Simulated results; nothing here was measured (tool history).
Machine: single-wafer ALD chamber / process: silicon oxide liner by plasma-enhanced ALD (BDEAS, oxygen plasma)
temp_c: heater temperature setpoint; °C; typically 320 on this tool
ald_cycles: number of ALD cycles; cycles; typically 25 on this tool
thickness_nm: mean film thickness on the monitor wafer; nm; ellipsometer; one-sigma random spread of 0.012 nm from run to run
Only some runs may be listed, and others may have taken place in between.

run,hour,temp_c,ald_cycles,"read-back reference wafer on the same gauge, thickness_nm",thickness_nm
1,0.0,320,26,2.141,2.378
2,38.8,320,26,2.140,2.374
3,64.9,320,26,2.137,2.354
4,86.5,320,25,2.143,2.304
5,103.6,320,25,2.139,2.296
6,124.5,320,25,2.140,2.268
7,142.5,320,25,2.139,2.254
8,159.7,320,25,2.139,2.268
9,179.5,320,27,2.138,2.472
10,214.9,320,25,2.138,2.272
11,250.8,320,25,2.143,2.271
12,267.0,320,25,2.139,2.288
13,290.9,320,25,2.144,2.286
14,316.7,330,28,2.141,2.503
15,335.6,330,28,2.140,2.480
16,353.4,315,25,2.138,2.285
17,384.2,315,25,2.135,2.298
18,408.9,315,25,2.138,2.293
19,436.5,331,30,2.142,2.682
20,464.6,327,24,2.135,2.152
21,479.2,333,24,2.140,2.140
22,583.3,329,28,2.141,2.492
23,606.3,324,22,2.143,1.981
24,629.4,320,25,2.140,2.278
25,655.0,310,21,2.135,1.933
26,723.9,307,25,2.138,2.328
27,737.5,312,24,2.136,2.222
28,773.3,313,25,2.141,2.284
29,797.6,331,24,2.142,2.154
30,829.0,306,25,2.139,2.329
31,854.0,320,23,2.138,2.097
32,888.2,313,27,2.136,2.488
33,907.3,320,25,2.139,2.301
34,924.8,327,25,2.136,2.249
35,952.6,315,29,2.144,2.645
36,978.9,320,25,2.137,2.261
37,1006.7,320,25,2.141,2.276

Not shown: 3 entries that the log had between the listed runs. Between which runs, and how does the tool's hidden state differ before and after?
Runs 5 to 6: gauge calibrated (hour 119.6)
  no difference in the tool's unlogged condition between these two runs
Runs 22 to 23: thermocouple changed; heater temperature recalibrated (hour 605.8)
  no difference in the tool's unlogged condition between these two runs
Runs 27 to 28: gauge calibrated (hour 759.8)
  no difference in the tool's unlogged condition between these two runs

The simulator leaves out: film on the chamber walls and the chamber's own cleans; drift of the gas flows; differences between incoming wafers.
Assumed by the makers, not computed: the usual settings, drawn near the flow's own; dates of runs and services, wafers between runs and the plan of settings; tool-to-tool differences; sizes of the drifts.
